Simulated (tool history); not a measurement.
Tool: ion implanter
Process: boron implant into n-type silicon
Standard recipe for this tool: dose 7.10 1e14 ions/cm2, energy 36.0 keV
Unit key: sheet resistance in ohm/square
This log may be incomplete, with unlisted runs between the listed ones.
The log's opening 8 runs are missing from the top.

| run | hour | dose | energy | wafers since the last listed run | hours since the last dose calibration | hours since the extraction supply was calibrated | hours since the gauge calibration | read-back reference wafer on the same gauge, sheet resistance | sheet resistance |
|---|---|---|---|---|---|---|---|---|---|
| 9 | 728.6 | 7.10 | 36.0 | 1086 | 85.4 | 2181.3 | 135.9 | 184.85 | 156.54 |
| 10 | 786.8 | 7.10 | 40.0 | 744 | 143.6 | 2239.5 | 194.1 | 184.83 | 154.64 |
| 11 | 847.5 | 7.10 | 40.0 | 776 | 204.3 | 2300.2 | 254.8 | 185.14 | 152.62 |
|  | 865.6 | extraction supply calibrated |
| 12 | 921.6 | 7.10 | 40.5 | 845 | 278.4 | 56.0 | 328.9 | 185.11 | 153.73 |
| 13 | 1008.1 | 7.10 | 40.5 | 1106 | 364.9 | 142.5 | 415.4 | 184.93 | 152.76 |
| 14 | 1047.3 | 7.10 | 40.5 | 501 | 404.1 | 181.7 | 454.6 | 185.08 | 153.54 |
| 15 | 1115.0 | 7.10 | 36.0 | 866 | 471.8 | 249.4 | 522.3 | 185.15 | 154.82 |
| 16 | 1166.4 | 7.10 | 36.0 | 657 | 523.2 | 300.8 | 573.7 | 184.97 | 154.46 |
| 17 | 1259.1 | 5.55 | 36.0 | 1186 | 615.9 | 393.5 | 666.4 | 184.97 | 188.36 |
| 18 | 1352.9 | 5.31 | 28.5 | 1200 | 709.7 | 487.3 | 760.2 | 184.91 | 199.82 |
| 19 | 1449.3 | 7.10 | 47.0 | 1233 | 806.1 | 583.7 | 856.6 | 185.12 | 149.22 |
| 20 | 1533.1 | 7.10 | 44.0 | 1072 | 889.9 | 667.5 | 940.4 | 185.04 | 149.85 |
| 21 | 1606.5 | 7.10 | 36.0 | 939 | 963.3 | 740.9 | 1013.8 | 184.84 | 152.22 |
| 22 | 1687.1 | 7.10 | 36.0 | 1031 | 1043.9 | 821.5 | 1094.4 | 185.01 | 151.80 |
| 23 | 1759.4 | 6.28 | 42.0 | 925 | 1116.2 | 893.8 | 1166.7 | 185.00 | 166.20 |
| 24 | 1799.5 | 7.10 | 42.0 | 513 | 1156.3 | 933.9 | 1206.8 | 184.90 | 150.42 |
| 25 | 1857.4 | 8.26 | 46.0 | 740 | 1214.2 | 991.8 | 1264.7 | 185.06 | 132.62 |
| 26 | 1897.8 | 5.02 | 48.0 | 516 | 1254.6 | 1032.2 | 1305.1 | 185.10 | 195.39 |
| 27 | 1970.1 | 6.44 | 44.5 | 925 | 1326.9 | 1104.5 | 1377.4 | 185.09 | 161.14 |

Run 28 has not been measured yet. What should we expect?
|  | 1981.2 | Faraday cup replaced and dose calibrated |
| 28 | 2044.8 | 9.06 | 31.5 | 853 | 63.6 | 1179.2 | 1452.1 | ? | ? |

read-back reference wafer on the same gauge, sheet resistance: 184.82
sheet resistance: 128.63 ohm/square
Minus the tool's unlogged condition, the same run would have read sheet resistance 128.77 ohm/square.

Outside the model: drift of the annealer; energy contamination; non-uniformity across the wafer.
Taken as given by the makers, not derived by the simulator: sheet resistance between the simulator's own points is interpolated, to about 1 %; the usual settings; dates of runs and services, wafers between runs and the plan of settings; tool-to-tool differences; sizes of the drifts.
